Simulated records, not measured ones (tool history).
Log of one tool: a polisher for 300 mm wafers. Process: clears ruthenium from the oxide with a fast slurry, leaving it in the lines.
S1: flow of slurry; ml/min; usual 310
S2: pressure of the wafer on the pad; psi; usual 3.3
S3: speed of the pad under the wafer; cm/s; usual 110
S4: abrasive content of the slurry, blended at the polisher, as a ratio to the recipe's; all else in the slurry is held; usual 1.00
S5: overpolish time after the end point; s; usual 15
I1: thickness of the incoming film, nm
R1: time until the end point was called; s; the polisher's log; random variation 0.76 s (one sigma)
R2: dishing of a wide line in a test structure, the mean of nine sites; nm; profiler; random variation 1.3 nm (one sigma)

| run | hour | S1 | S2 | S3 | S4 | S5 | I1 | R1 | R2 |
|---|---|---|---|---|---|---|---|---|---|
| 1 | 0.0 | 310 | 3.3 | 110 | 1.00 | 21 | 210.2 | 40.9 | 61.8 |
| 2 | 12.9 | 310 | 3.3 | 110 | 1.00 | 13 | 210.0 | 39.9 | 50.0 |
| 3 | 21.3 | 310 | 3.3 | 130 | 0.80 | 15 | 208.4 | 38.3 | 53.5 |
|  | 35.8 | worn pad replaced by a new one |
| 4 | 39.1 | 310 | 3.3 | 130 | 0.80 | 15 | 207.5 | 35.9 | 54.1 |
| 5 | 51.6 | 310 | 3.3 | 130 | 0.80 | 15 | 210.7 | 39.0 | 54.2 |
| 6 | 65.2 | 310 | 3.3 | 110 | 1.00 | 15 | 209.4 | 40.8 | 50.6 |
|  | 74.4 | slurry blender recalibrated |
| 7 | 81.2 | 310 | 3.3 | 110 | 1.00 | 15 | 209.9 | 43.5 | 49.9 |
|  | 88.7 | worn pad replaced by a new one, of another model than before |
|  | 93.1 | head pressure recalibrated |
| 8 | 97.1 | 210 | 3.3 | 110 | 1.00 | 10 | 209.2 | 40.0 | 39.7 |
| 9 | 112.9 | 310 | 3.3 | 110 | 0.85 | 23 | 207.0 | 43.8 | 61.1 |
| 10 | 127.8 | 310 | 3.3 | 110 | 1.00 | 20 | 207.6 | 41.4 | 59.1 |
|  | 129.2 | slurry nozzle cleaned |
|  | 136.1 | worn pad replaced by a new one |
| 11 | 142.4 | 310 | 3.3 | 110 | 1.00 | 15 | 207.9 | 40.3 | 52.0 |
| 12 | 156.5 | 275 | 3.3 | 110 | 1.10 | 8 | 210.2 | 41.5 | 34.5 |

Forecast run 13:
| 13 | 171.5 | 275 | 3.3 | 110 | 1.10 | 8 | 208.6 | ? | ? |

R1: 40.7 s
R2: 32.3 nm
Without the tool's hidden state the same run would have given R1 36.8 s, R2 34.9 nm.
